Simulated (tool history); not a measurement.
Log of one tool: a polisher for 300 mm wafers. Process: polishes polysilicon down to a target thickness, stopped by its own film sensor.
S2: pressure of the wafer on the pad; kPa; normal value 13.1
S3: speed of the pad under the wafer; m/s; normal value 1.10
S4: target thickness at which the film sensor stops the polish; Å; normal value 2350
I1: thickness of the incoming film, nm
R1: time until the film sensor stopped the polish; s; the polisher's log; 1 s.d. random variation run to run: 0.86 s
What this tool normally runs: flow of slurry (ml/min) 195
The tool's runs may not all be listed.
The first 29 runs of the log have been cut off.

{"run": 30, "day": 36.396, "flow of slurry (ml/min)": 245, "S2": 13.1, "S3": 1.1, "S4": 2350, "I1": 632.1, "R1": 64.3}
{"run": 31, "day": 36.938, "flow of slurry (ml/min)": 260, "S2": 13.1, "S3": 0.82, "S4": 2350, "I1": 637.6, "R1": 91.5}
{"run": 32, "day": 38.292, "flow of slurry (ml/min)": 160, "S2": 13.1, "S3": 1.1, "S4": 1060, "I1": 628.4, "R1": 93.0}
{"run": 33, "day": 39.717, "flow of slurry (ml/min)": 195, "S2": 11.7, "S3": 1.1, "S4": 2350, "I1": 624.3, "R1": 76.5}
{"run": 34, "day": 40.625, "flow of slurry (ml/min)": 150, "S2": 11.0, "S3": 1.1, "S4": 1050, "I1": 638.5, "R1": 116.9}
{"day": 42.121, "done": "worn pad replaced by a new one"}
{"run": 35, "day": 42.142, "flow of slurry (ml/min)": 195, "S2": 16.5, "S3": 1.34, "S4": 1830, "I1": 629.7, "R1": 52.7}
{"run": 36, "day": 43.288, "flow of slurry (ml/min)": 230, "S2": 17.2, "S3": 1.26, "S4": 1020, "I1": 620.2, "R1": 63.2}
{"run": 37, "day": 44.404, "flow of slurry (ml/min)": 195, "S2": 13.1, "S3": 0.86, "S4": 2350, "I1": 641.1, "R1": 97.6}
{"day": 45.2, "done": "slurry nozzle cleaned"}
{"run": 38, "day": 45.296, "flow of slurry (ml/min)": 250, "S2": 13.1, "S3": 1.1, "S4": 2740, "I1": 639.4, "R1": 60.9}

Forecast each of these 3 alternatives for the next run:
{"run": "A", "day": 45.312, "flow of slurry (ml/min)": 195, "S2": 13.1, "S3": 1.36, "S4": 2350, "I1": 638.0, "R1": "?"}
{"run": "B", "day": 45.312, "flow of slurry (ml/min)": 195, "S2": 13.1, "S3": 0.86, "S4": 1700, "I1": 638.0, "R1": "?"}
{"run": "C", "day": 45.312, "flow of slurry (ml/min)": 195, "S2": 17.9, "S3": 1.22, "S4": 2000, "I1": 638.0, "R1": "?"}

run=A R1=55.3
run=B R1=101.6
run=C R1=49.0
Without the tool's hidden state the same runs would have given:
run=A R1=47.7
run=B R1=87.5
run=C R1=42.2

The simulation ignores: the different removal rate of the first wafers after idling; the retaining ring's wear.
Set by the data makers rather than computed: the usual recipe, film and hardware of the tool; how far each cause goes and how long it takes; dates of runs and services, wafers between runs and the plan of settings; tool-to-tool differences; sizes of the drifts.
